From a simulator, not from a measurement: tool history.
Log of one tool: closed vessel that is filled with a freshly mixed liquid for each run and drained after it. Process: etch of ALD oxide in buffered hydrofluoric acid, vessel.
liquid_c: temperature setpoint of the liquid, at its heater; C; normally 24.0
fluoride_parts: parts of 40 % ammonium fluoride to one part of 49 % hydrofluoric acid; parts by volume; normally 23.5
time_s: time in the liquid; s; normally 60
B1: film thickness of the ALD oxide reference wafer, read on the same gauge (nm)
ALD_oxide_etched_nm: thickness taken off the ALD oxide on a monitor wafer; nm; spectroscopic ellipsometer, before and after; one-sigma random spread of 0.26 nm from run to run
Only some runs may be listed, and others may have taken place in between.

run 1 hour=0.0 | liquid_c=24.0 fluoride_parts=23.5 time_s=60 | B1=29.99 | ALD_oxide_etched_nm=42.91
run 2 hour=14.6 | liquid_c=24.0 fluoride_parts=18.5 time_s=60 | B1=30.03 | ALD_oxide_etched_nm=51.81
run 3 hour=29.3 | liquid_c=24.0 fluoride_parts=18.5 time_s=60 | B1=30.02 | ALD_oxide_etched_nm=52.49
run 4 hour=44.5 | liquid_c=24.0 fluoride_parts=18.5 time_s=60 | B1=30.00 | ALD_oxide_etched_nm=52.14
-- hour=46.7 gauge calibrated
run 5 hour=60.3 | liquid_c=26.5 fluoride_parts=23.5 time_s=60 | B1=30.02 | ALD_oxide_etched_nm=48.98
run 6 hour=74.6 | liquid_c=28.0 fluoride_parts=23.5 time_s=70 | B1=30.01 | ALD_oxide_etched_nm=62.73
run 7 hour=107.9 | liquid_c=28.0 fluoride_parts=23.5 time_s=70 | B1=30.01 | ALD_oxide_etched_nm=63.07
run 8 hour=115.0 | liquid_c=24.0 fluoride_parts=29.0 time_s=60 | B1=30.00 | ALD_oxide_etched_nm=37.58
run 9 hour=125.3 | liquid_c=24.0 fluoride_parts=29.0 time_s=60 | B1=30.01 | ALD_oxide_etched_nm=37.46
run 10 hour=139.9 | liquid_c=24.0 fluoride_parts=23.5 time_s=75 | B1=30.00 | ALD_oxide_etched_nm=55.01
run 11 hour=149.6 | liquid_c=24.0 fluoride_parts=23.5 time_s=75 | B1=29.99 | ALD_oxide_etched_nm=54.83
run 12 hour=159.9 | liquid_c=19.0 fluoride_parts=23.5 time_s=60 | B1=30.02 | ALD_oxide_etched_nm=33.47
run 13 hour=166.6 | liquid_c=24.0 fluoride_parts=23.5 time_s=70 | B1=29.99 | ALD_oxide_etched_nm=51.73
run 14 hour=173.2 | liquid_c=28.0 fluoride_parts=15.5 time_s=90 | B1=30.01 | ALD_oxide_etched_nm=117.30
run 15 hour=188.1 | liquid_c=24.0 fluoride_parts=30.0 time_s=70 | B1=29.97 | ALD_oxide_etched_nm=43.22
run 16 hour=195.4 | liquid_c=19.5 fluoride_parts=15.5 time_s=80 | B1=30.00 | ALD_oxide_etched_nm=65.99
-- hour=202.7 thermometer replaced
run 17 hour=206.6 | liquid_c=21.0 fluoride_parts=21.0 time_s=60 | B1=30.00 | ALD_oxide_etched_nm=34.98
run 18 hour=222.7 | liquid_c=24.0 fluoride_parts=30.0 time_s=70 | B1=29.99 | ALD_oxide_etched_nm=38.02
run 19 hour=229.1 | liquid_c=24.0 fluoride_parts=23.5 time_s=60 | B1=29.99 | ALD_oxide_etched_nm=37.94
run 20 hour=237.7 | liquid_c=24.0 fluoride_parts=23.5 time_s=60 | B1=30.02 | ALD_oxide_etched_nm=38.15

Estimate the outcome of run 21 from the log above:
-- hour=241.2 hydrofluoric acid flow meter replaced
-- hour=241.3 gauge calibrated
run 21 hour=279.2 | liquid_c=21.0 fluoride_parts=21.0 time_s=30 | B1=? | ALD_oxide_etched_nm=?

{"run 21": {"B1": 30.01, "ALD_oxide_etched_nm": 17.79}}
Were there no unlogged condition in the tool, this run, its random variation unchanged, would have produced ALD_oxide_etched_nm 17.50 nm.
